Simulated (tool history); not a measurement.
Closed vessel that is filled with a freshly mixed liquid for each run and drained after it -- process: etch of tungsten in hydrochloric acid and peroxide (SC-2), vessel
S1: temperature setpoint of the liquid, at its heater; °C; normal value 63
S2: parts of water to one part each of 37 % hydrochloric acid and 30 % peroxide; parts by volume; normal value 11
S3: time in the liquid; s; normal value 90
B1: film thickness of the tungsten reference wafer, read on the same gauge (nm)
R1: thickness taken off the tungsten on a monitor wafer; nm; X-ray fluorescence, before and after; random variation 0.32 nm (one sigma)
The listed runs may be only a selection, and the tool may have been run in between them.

run,hour,S1,S2,S3,B1,R1
1,0,63,11,115,40,55.34
2,73.9,63,11,115,39.98,54.99
3,115.2,63,11,115,39.98,55.05
4,156.9,63,11,90,40.01,42.32
5,212.3,63,11,90,40.01,42.97
6,252.4,63,11,90,40.02,42.46
7,298,71,11,90,40.02,68.1
8,399.8,71,11,90,40,68.84
9,458.6,63,11,90,39.99,41.8
10,556.4,61,11,130,39.99,53.1
11,622.6,55,11,90,40,24.85
12,718.4,63,11,140,40,62.17
13,769,60,14.5,130,40.01,38.24
14,840.4,67.5,13,90,40,50.5
15,933.6,55,11,90,39.98,26.63
16,982.3,63,8.5,35,40.02,21.04
17,1027.9,60,14.5,130,39.99,40.5
18,1085.8,63,11,90,40,42.85
19,1127.6,69.5,8.5,35,40,30.92
20,1191.1,56.5,14,145,39.99,37.27

Not shown: 6 entries that the log had between the listed runs. Between which runs, and how does the tool's hidden state differ before and after?
In the gap between runs 8 and 9: gauge calibrated (hour 445.8)
  peroxide weaker than its label (%): 4.54 -> 4.97
  the result without the hidden state subtracted from the measured one, R1: -3.02 -> -2.02 nm
In the gap between runs 10 and 11: chemicals flow meter replaced (hour 611.5)
  peroxide weaker than its label (%): 5.69 -> 6.17
  the result without the hidden state subtracted from the measured one, R1: -2.95 -> -1.51 nm
In the gap between runs 11 and 12: new drum of peroxide connected (hour 639.1); thermometer replaced (hour 645.3)
  peroxide weaker than its label (%): 6.17 -> 9.68
  the result without the hidden state subtracted from the measured one, R1: -1.51 -> -6.15 nm
In the gap between runs 13 and 14: new drum of peroxide connected, repeated, since the last time left the tool worse (hour 822.4)
  peroxide weaker than its label (%): 10.1 -> 0.223
  the result without the hidden state subtracted from the measured one, R1: -4.02 -> -0.1 nm
In the gap between runs 18 and 19: gauge calibrated (hour 1092.3)
  peroxide weaker than its label (%): 2.02 -> 2.33
  the result without the hidden state subtracted from the measured one, R1: -0.81 -> -0.66 nm
